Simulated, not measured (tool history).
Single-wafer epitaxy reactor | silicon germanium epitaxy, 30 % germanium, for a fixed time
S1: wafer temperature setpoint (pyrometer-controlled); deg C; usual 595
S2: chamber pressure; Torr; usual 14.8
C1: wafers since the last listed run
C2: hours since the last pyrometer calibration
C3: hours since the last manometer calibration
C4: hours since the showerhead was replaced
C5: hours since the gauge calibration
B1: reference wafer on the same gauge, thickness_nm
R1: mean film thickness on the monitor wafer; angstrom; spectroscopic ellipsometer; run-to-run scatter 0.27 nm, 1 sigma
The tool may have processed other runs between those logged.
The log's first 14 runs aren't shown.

run 15 day=17.404 | S1=595 S2=17.1 | C1=292 C2=1900.1 C3=2532.6 C4=6472.8 C5=705.1 | B1=52.686 | R1=489.02
run 16 day=18.662 | S1=595 S2=14.8 | C1=359 C2=1930.3 C3=2562.8 C4=6503 C5=735.3 | B1=52.606 | R1=462.59
run 17 day=19.683 | S1=595 S2=14.8 | C1=291 C2=1954.8 C3=2587.3 C4=6527.5 C5=759.8 | B1=52.496 | R1=460.55
run 18 day=20.558 | S1=584 S2=12.1 | C1=250 C2=1975.8 C3=2608.3 C4=6548.5 C5=780.8 | B1=52.434 | R1=341.11
run 19 day=21.238 | S1=586 S2=16.3 | C1=194 C2=1992.1 C3=2624.6 C4=6564.8 C5=797.1 | B1=52.374 | R1=393.2
run 20 day=22.058 | S1=599 S2=11.8 | C1=234 C2=2011.8 C3=2644.3 C4=6584.5 C5=816.8 | B1=52.398 | R1=464.74
-- day=23.021 pyrometer calibrated
run 21 day=23.308 | S1=591 S2=16.8 | C1=262 C2=6.9 C3=2674.3 C4=6614.5 C5=846.8 | B1=52.251 | R1=441.71
run 22 day=24.508 | S1=589 S2=11.3 | C1=343 C2=35.7 C3=2703.1 C4=6643.3 C5=875.6 | B1=52.286 | R1=367.24
run 23 day=25.938 | S1=599 S2=13.2 | C1=408 C2=70 C3=2737.4 C4=6677.6 C5=909.9 | B1=52.279 | R1=481.35
-- day=27.183 capacitance manometer re-zeroed and calibrated
run 24 day=27.271 | S1=595 S2=18.4 | C1=285 C2=102 C3=2.1 C4=6709.6 C5=941.9 | B1=52.233 | R1=488.94
run 25 day=28.296 | S1=585 S2=14.8 | C1=292 C2=126.6 C3=26.7 C4=6734.2 C5=966.5 | B1=52.102 | R1=369.63
-- day=28.962 gauge calibrated
-- day=28.971 showerhead replaced
run 26 day=30.729 | S1=595 S2=14.8 | C1=600 C2=185 C3=85.1 C4=42.2 C5=42.4 | B1=53.588 | R1=472.41
run 27 day=31.583 | S1=595 S2=16.9 | C1=244 C2=205.5 C3=105.6 C4=62.7 C5=62.9 | B1=53.659 | R1=491.93
run 28 day=32.567 | S1=609 S2=16.9 | C1=281 C2=229.1 C3=129.2 C4=86.3 C5=86.5 | B1=53.546 | R1=661.96

Forecast run 29:
run 29 day=33.862 | S1=595 S2=13.7 | C1=370 C2=260.2 C3=160.3 C4=117.4 C5=117.6 | B1=? | R1=?

Run 29 measured B1 53.468, R1 457.98 angstrom.
On a tool with no hidden condition, and with the same random variation, this run would have come out at R1 461.93 angstrom.
